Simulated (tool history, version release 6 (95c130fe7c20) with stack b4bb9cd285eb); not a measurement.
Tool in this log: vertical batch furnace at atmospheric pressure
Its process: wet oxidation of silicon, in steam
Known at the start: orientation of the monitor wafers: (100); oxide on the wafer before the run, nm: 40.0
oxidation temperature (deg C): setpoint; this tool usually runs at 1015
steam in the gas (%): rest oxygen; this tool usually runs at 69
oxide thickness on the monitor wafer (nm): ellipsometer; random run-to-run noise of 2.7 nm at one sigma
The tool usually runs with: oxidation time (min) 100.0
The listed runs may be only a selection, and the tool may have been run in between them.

run    hour  oxidation temperature (deg C)  oxidation time (min)  steam in the gas (%)  read-back reference wafer on the same gauge, thickness  oxide thickness on the monitor wafer (nm)
  1     0.0                           1015                 100.0                    69                                                  543.86                                     573.57
  2    34.7                           1015                  83.0                    78                                                  543.65                                     552.82
  3    83.1                           1015                  83.0                    78                                                  544.45                                     554.65
  4   108.2                           1015                  83.0                    78                                                  543.96                                     554.36
  5   141.3                           1015                 100.0                    69                                                  543.62                                     577.81
      190.8  -- gauge calibrated
  6   207.6                           1015                 100.0                    69                                                  543.86                                     576.64
  7   250.0                           1015                 100.0                    69                                                  544.01                                     578.53
  8   288.0                           1015                 100.0                    75                                                  544.53                                     602.06
  9   326.7                           1015                 100.0                    75                                                  543.37                                     601.06
      371.1  -- thermocouples replaced and temperature profile calibrated
 10   395.5                           1015                 100.0                    69                                                  544.69                                     569.24
 11   438.1                           1015                 100.0                    69                                                  543.89                                     568.85
 12   466.8                           1015                  62.0                    62                                                  543.23                                     393.84
 13   503.2                           1015                  62.0                    62                                                  543.52                                     393.75
 14   556.9                           1030                  77.5                    75                                                  543.59                                     561.71
 15   581.9                           1015                 100.0                    69                                                  543.78                                     568.27
 16   607.2                           1015                 100.0                    69                                                  543.32                                     567.34
 17   671.5                           1023                 131.0                    66                                                  544.98                                     681.53
 18   733.2                           1015                 100.0                    69                                                  543.67                                     563.90
 19   804.2                            993                 100.0                    75                                                  544.09                                     523.00
 20   872.0                           1028                 117.5                    69                                                  544.39                                     669.53
      900.1  -- steam generator serviced
 21   928.9                           1032                 100.0                    78                                                  543.36                                     655.10
 22   961.8                           1015                  62.0                    62                                                  544.01                                     379.77
 23   992.7                           1015                 100.0                    80                                                  544.52                                     604.64
 24  1056.8                           1001                 148.0                    69                                                  543.32                                     648.51
 25  1135.4                           1024                 112.5                    76                                                  544.10                                     654.75
 26  1174.1                           1015                 100.0                    59                                                  544.35                                     496.14
 27  1238.8                            995                 132.5                    64                                                  544.41                                     548.22
 28  1278.5                           1028                 133.0                    61                                                  544.28                                     654.02
 29  1342.1                           1015                  78.5                    73                                                  544.36                                     485.27
     1390.8  -- steam generator serviced, repeated, since the last time left the tool worse
 30  1396.6                           1000                  79.5                    64                                                  544.17                                     438.13
 31  1430.2                           1015                 100.0                    76                                                  544.71                                     615.40
 32  1480.2                           1034                  79.0                    69                                                  543.22                                     559.56
 33  1522.2                           1035                 100.0                    69                                                  544.78                                     643.56
 34  1572.4                           1038                  77.5                    74                                                  543.75                                     586.80
 35  1598.3                           1022                  62.0                    69                                                  543.87                                     449.23
 36  1639.0                           1025                  64.5                    78                                                  544.21                                     501.20
 37  1688.1                           1015                 100.0                    69                                                  543.61                                     572.17

Hidden state, per run?
true tube temperature minus thermocouple reading, K: 0 on each run
gauge reads high (%): 0 on each run
H1: steam share off its setpoint, % of the setpoint
run      H1
  1   -2.26
  2   -2.36
  3   -2.51
  4   -2.58
  5   -2.68
  6   -2.87
  7      -3
  8   -3.11
  9   -3.22
 10   -3.43
 11   -3.55
 12   -3.63
 13   -3.74
 14    -3.9
 15   -3.97
 16   -4.05
 17   -4.24
 18   -4.42
 19   -4.63
 20   -4.83
 21   -9.05
 22   -9.15
 23   -9.24
 24   -9.43
 25   -9.66
 26   -9.77
 27   -9.96
 28   -10.1
 29   -10.3
 30  -0.512
 31  -0.611
 32  -0.758
 33  -0.881
 34   -1.03
 35   -1.11
 36   -1.22
 37   -1.37
